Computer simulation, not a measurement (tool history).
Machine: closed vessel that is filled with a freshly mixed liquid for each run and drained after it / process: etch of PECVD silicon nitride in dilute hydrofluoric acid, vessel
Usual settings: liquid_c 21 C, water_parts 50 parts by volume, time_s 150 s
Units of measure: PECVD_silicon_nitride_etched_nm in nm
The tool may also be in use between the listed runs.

run,hour,liquid_c,water_parts,time_s,wafers since the last listed run,hours since the thermometer was replaced,hours since the hydrofluoric acid flow meter was replaced,hours since the gauge calibration,"read-back film thickness of the PECVD silicon nitride reference wafer, read on the same gauge (nm)",PECVD_silicon_nitride_etched_nm
1,0,21,60,150,0,1603.4,1282.4,1167.5,67.678,3.702
2,26.9,21,60,150,3012,1630.3,1309.3,1194.4,67.617,3.707
3,74.3,21,50,95,5307,1677.7,1356.7,1241.8,67.525,2.788
4,126.7,21,50,95,5867,1730.1,1409.1,1294.2,67.38,2.78
5,292.6,21,50,95,18576,1896,1575,1460.1,67.074,2.769
6,331,21,50,150,4299,1934.4,1613.4,1498.5,66.989,4.315
7,370.9,21,50,150,4467,1974.3,1653.3,1538.4,66.904,4.35
8,400.9,21,50,150,3359,2004.3,1683.3,1568.4,66.877,4.36
9,467.1,21,50,150,7412,2070.5,1749.5,1634.6,66.697,4.346
10,525.5,21,50,150,6539,2128.9,1807.9,1693,66.589,4.344
11,558.4,21,50,150,3683,2161.8,1840.8,1725.9,66.551,4.322
12,591.3,21,50,150,3683,2194.7,1873.7,1758.8,66.459,4.377
13,626.2,21,50,150,3907,2229.6,1908.6,1793.7,66.4,4.343
14,686.9,21,50,150,6796,2290.3,1969.3,1854.4,66.28,4.333
15,749.7,21,50,150,7032,2353.1,2032.1,1917.2,66.157,4.356
# hour 760.2: hydrofluoric acid flow meter replaced
# hour 779: gauge calibrated
16,800.9,21,50,150,5621,2404.3,40.7,21.9,69.702,4.536
17,851.3,17,50,190,5643,2454.7,91.1,72.3,69.582,4.372
# hour 911.4: thermometer replaced
18,916.2,21,50,150,7155,4.8,156,137.2,69.454,4.513
19,960.6,21,50,95,4971,49.2,200.4,181.6,69.382,2.871
20,1024.2,21,50,150,7121,112.8,264,245.2,69.26,4.494
21,1055,21,50,150,3448,143.6,294.8,276,69.18,4.522
22,1094.3,18.5,50,225,4400,182.9,334.1,315.3,69.111,5.633
23,1307.8,26,70,195,23906,396.4,547.6,528.8,68.647,5.884
24,1360.8,19.5,50,120,5934,449.4,600.6,581.8,68.557,3.214
25,1424.1,21,35,75,7088,512.7,663.9,645.1,68.405,3.152
26,1454.9,18.5,60,230,3448,543.5,694.7,675.9,68.363,4.766
27,1524.8,19,50,150,7827,613.4,764.6,745.8,68.189,3.837
28,1593.4,21,50,80,7681,682,833.2,814.4,68.079,2.362
29,1639.1,21,50,200,5117,727.7,878.9,860.1,67.952,5.903
30,1700.4,21,50,150,6864,789,940.2,921.4,67.855,4.434
31,1760.8,18,65,90,6763,849.4,1000.6,981.8,67.728,1.654
32,1796.4,21,30,150,3986,885,1036.2,1017.4,67.66,7.27
33,1845.6,21,50,150,5509,934.2,1085.4,1066.6,67.556,4.418

What the log doesn't show, run by run:
liquid hotter than its thermometer reads (K): 0, the same for each run
hydrofluoric acid flow below the setpoint (%): 0, the same for each run
H1: gauge reads high (%)
run,H1
1,-3.32
2,-3.4
3,-3.54
4,-3.69
5,-4.18
6,-4.29
7,-4.41
8,-4.5
9,-4.69
10,-4.86
11,-4.96
12,-5.06
13,-5.16
14,-5.34
15,-5.52
16,-0.428
17,-0.576
18,-0.767
19,-0.898
20,-1.09
21,-1.18
22,-1.29
23,-1.92
24,-2.08
25,-2.26
26,-2.35
27,-2.56
28,-2.76
29,-2.9
30,-3.08
31,-3.25
32,-3.36
33,-3.5
